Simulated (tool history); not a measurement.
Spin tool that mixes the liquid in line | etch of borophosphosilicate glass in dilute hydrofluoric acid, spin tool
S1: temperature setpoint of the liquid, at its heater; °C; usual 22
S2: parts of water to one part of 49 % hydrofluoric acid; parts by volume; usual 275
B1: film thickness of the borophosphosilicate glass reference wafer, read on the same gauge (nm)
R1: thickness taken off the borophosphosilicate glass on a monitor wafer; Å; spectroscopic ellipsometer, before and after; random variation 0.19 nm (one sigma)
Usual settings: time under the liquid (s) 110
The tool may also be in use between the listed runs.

run 1 hour=0 | S1=22 S2=275 time_under_the_liquid_(s)=110 | B1=100.01 | R1=238.6
run 2 hour=35.5 | S1=22 S2=275 time_under_the_liquid_(s)=110 | B1=99.97 | R1=241.2
run 3 hour=52.7 | S1=22 S2=275 time_under_the_liquid_(s)=110 | B1=100.03 | R1=244.1
run 4 hour=73.2 | S1=18.5 S2=275 time_under_the_liquid_(s)=110 | B1=99.96 | R1=213.9
run 5 hour=95.1 | S1=18.5 S2=275 time_under_the_liquid_(s)=110 | B1=99.95 | R1=218.1
run 6 hour=124.2 | S1=19.5 S2=275 time_under_the_liquid_(s)=110 | B1=100.01 | R1=222.5
run 7 hour=148.5 | S1=25.5 S2=385 time_under_the_liquid_(s)=110 | B1=100.01 | R1=177.1
run 8 hour=172 | S1=25.5 S2=385 time_under_the_liquid_(s)=110 | B1=99.96 | R1=180.3
-- hour=202.7 gauge calibrated
run 9 hour=206.4 | S1=22 S2=275 time_under_the_liquid_(s)=70 | B1=99.97 | R1=155.5
run 10 hour=229.2 | S1=22 S2=275 time_under_the_liquid_(s)=70 | B1=99.97 | R1=154.8
run 11 hour=293.6 | S1=22 S2=275 time_under_the_liquid_(s)=70 | B1=99.98 | R1=157.3
run 12 hour=317.3 | S1=22 S2=175 time_under_the_liquid_(s)=60 | B1=100.01 | R1=233.6
run 13 hour=336 | S1=22 S2=175 time_under_the_liquid_(s)=60 | B1=100.01 | R1=234.5

Forecast run 14:
run 14 hour=362.3 | S1=22 S2=275 time_under_the_liquid_(s)=110 | B1=? | R1=?

{"run 14": {"B1": 100.03, "R1": 245.7}}
Without the tool's hidden state the same run would have given R1 213.2 Å.
